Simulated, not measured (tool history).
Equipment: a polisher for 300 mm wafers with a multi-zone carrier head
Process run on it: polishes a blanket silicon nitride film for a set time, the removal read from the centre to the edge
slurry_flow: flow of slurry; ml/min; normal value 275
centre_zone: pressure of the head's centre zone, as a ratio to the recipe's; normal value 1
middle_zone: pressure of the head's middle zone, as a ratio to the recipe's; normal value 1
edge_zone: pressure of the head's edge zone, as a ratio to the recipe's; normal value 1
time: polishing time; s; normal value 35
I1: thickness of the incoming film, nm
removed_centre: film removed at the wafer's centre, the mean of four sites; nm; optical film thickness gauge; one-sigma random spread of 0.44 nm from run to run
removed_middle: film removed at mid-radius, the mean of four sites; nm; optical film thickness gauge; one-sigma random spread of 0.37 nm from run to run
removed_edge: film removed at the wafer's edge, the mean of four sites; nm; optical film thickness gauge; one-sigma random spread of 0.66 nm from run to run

{"run": 1, "hour": 0.0, "slurry_flow": 275, "centre_zone": 1, "middle_zone": 1, "edge_zone": 1, "time": 35, "I1": 714.4, "removed_centre": 40.3, "removed_middle": 44.4, "removed_edge": 44.5}
{"run": 2, "hour": 23.3, "slurry_flow": 275, "centre_zone": 1, "middle_zone": 1, "edge_zone": 1, "time": 35, "I1": 700.6, "removed_centre": 38.8, "removed_middle": 42.7, "removed_edge": 43.5}
{"run": 3, "hour": 50.5, "slurry_flow": 275, "centre_zone": 1, "middle_zone": 1, "edge_zone": 1, "time": 35, "I1": 695, "removed_centre": 37.7, "removed_middle": 41.9, "removed_edge": 42.3}
{"run": 4, "hour": 64.2, "slurry_flow": 275, "centre_zone": 1, "middle_zone": 1, "edge_zone": 1, "time": 35, "I1": 699.7, "removed_centre": 37.9, "removed_middle": 41.8, "removed_edge": 41.7}
{"hour": 82.7, "done": "worn pad replaced by a new one"}
{"run": 5, "hour": 92.2, "slurry_flow": 275, "centre_zone": 1, "middle_zone": 1, "edge_zone": 1, "time": 35, "I1": 698.2, "removed_centre": 39.6, "removed_middle": 44.7, "removed_edge": 44.4}
{"run": 6, "hour": 121.7, "slurry_flow": 275, "centre_zone": 1, "middle_zone": 1.06, "edge_zone": 1, "time": 35, "I1": 694.5, "removed_centre": 38, "removed_middle": 44.9, "removed_edge": 42.8}
{"run": 7, "hour": 152.6, "slurry_flow": 275, "centre_zone": 1, "middle_zone": 1.06, "edge_zone": 1, "time": 35, "I1": 706.9, "removed_centre": 36.6, "removed_middle": 44.8, "removed_edge": 42.2}
{"hour": 176.8, "done": "worn pad replaced by a new one"}
{"run": 8, "hour": 177.6, "slurry_flow": 275, "centre_zone": 1, "middle_zone": 1.04, "edge_zone": 1, "time": 35, "I1": 696.8, "removed_centre": 40.4, "removed_middle": 47.6, "removed_edge": 46.3}
{"hour": 191.6, "done": "centre zone pressure recalibrated"}
{"run": 9, "hour": 211.4, "slurry_flow": 275, "centre_zone": 1, "middle_zone": 1, "edge_zone": 1, "time": 35, "I1": 702.7, "removed_centre": 43.5, "removed_middle": 44, "removed_edge": 42.5}
{"run": 10, "hour": 231.2, "slurry_flow": 275, "centre_zone": 1, "middle_zone": 1, "edge_zone": 1, "time": 35, "I1": 693.6, "removed_centre": 41.8, "removed_middle": 43.1, "removed_edge": 43.2}
{"run": 11, "hour": 247.4, "slurry_flow": 275, "centre_zone": 0.9, "middle_zone": 1.04, "edge_zone": 1, "time": 35, "I1": 705, "removed_centre": 37.3, "removed_middle": 44.4, "removed_edge": 42}
{"hour": 274.8, "done": "edge zone pressure recalibrated"}
{"hour": 274.9, "done": "worn pad replaced by a new one"}
{"run": 12, "hour": 278.2, "slurry_flow": 355, "centre_zone": 0.93, "middle_zone": 0.96, "edge_zone": 1, "time": 43, "I1": 706.7, "removed_centre": 53.7, "removed_middle": 56, "removed_edge": 56.1}
{"run": 13, "hour": 295.1, "slurry_flow": 275, "centre_zone": 1, "middle_zone": 1, "edge_zone": 1, "time": 35, "I1": 696, "removed_centre": 44.5, "removed_middle": 44.3, "removed_edge": 43.2}
{"run": 14, "hour": 308.6, "slurry_flow": 215, "centre_zone": 0.93, "middle_zone": 0.89, "edge_zone": 1, "time": 39, "I1": 700.7, "removed_centre": 43.1, "removed_middle": 43.4, "removed_edge": 47.7}
{"run": 15, "hour": 325.9, "slurry_flow": 275, "centre_zone": 1, "middle_zone": 0.92, "edge_zone": 1, "time": 35, "I1": 708, "removed_centre": 43.1, "removed_middle": 40.2, "removed_edge": 42.6}
{"run": 16, "hour": 343.6, "slurry_flow": 275, "centre_zone": 1, "middle_zone": 1, "edge_zone": 1, "time": 35, "I1": 703.1, "removed_centre": 41.9, "removed_middle": 42.9, "removed_edge": 42.4}
{"hour": 354.0, "done": "carrier head's membrane replaced by a new one"}
{"hour": 367.8, "done": "worn pad replaced by a new one"}
{"run": 17, "hour": 374.6, "slurry_flow": 275, "centre_zone": 1.08, "middle_zone": 1, "edge_zone": 1, "time": 35, "I1": 698.6, "removed_centre": 48.3, "removed_middle": 45.6, "removed_edge": 46.2}
{"hour": 381.4, "done": "slurry nozzle cleaned"}
{"run": 18, "hour": 397.9, "slurry_flow": 335, "centre_zone": 1, "middle_zone": 1, "edge_zone": 0.97, "time": 35, "I1": 703.9, "removed_centre": 44.5, "removed_middle": 44.9, "removed_edge": 44.3}
{"run": 19, "hour": 433.1, "slurry_flow": 275, "centre_zone": 1, "middle_zone": 1, "edge_zone": 1, "time": 35, "I1": 709.1, "removed_centre": 42.1, "removed_middle": 43.1, "removed_edge": 42.1}
{"hour": 466.0, "done": "worn pad replaced by a new one"}
{"run": 20, "hour": 496.5, "slurry_flow": 275, "centre_zone": 0.91, "middle_zone": 1.08, "edge_zone": 1, "time": 35, "I1": 696.5, "removed_centre": 39, "removed_middle": 47.1, "removed_edge": 43.8}

Alternative continuations, all from the tool just after run 20; predict every row:
{"run": "A", "hour": 496.9, "slurry_flow": 275, "centre_zone": 1, "middle_zone": 1.08, "edge_zone": 1, "time": 35, "I1": 698.1, "removed_centre": "?", "removed_middle": "?", "removed_edge": "?"}
{"run": "B", "hour": 496.9, "slurry_flow": 210, "centre_zone": 1, "middle_zone": 1, "edge_zone": 1, "time": 35, "I1": 698.1, "removed_centre": "?", "removed_middle": "?", "removed_edge": "?"}
{"run": "C", "hour": 496.9, "slurry_flow": 275, "centre_zone": 1, "middle_zone": 1, "edge_zone": 0.89, "time": 35, "I1": 698.1, "removed_centre": "?", "removed_middle": "?", "removed_edge": "?"}

run=A removed_centre=43.1 removed_middle=46.8 removed_edge=44.2
run=B removed_centre=41.9 removed_middle=42.7 removed_edge=43.4
run=C removed_centre=43.1 removed_middle=43.8 removed_edge=42.3
Without the tool's hidden state the same runs would have given:
run=A removed_centre=46.1 removed_middle=49.9 removed_edge=47.1
run=B removed_centre=44.8 removed_middle=45.5 removed_edge=46.3
run=C removed_centre=46.1 removed_middle=46.7 removed_edge=45.1
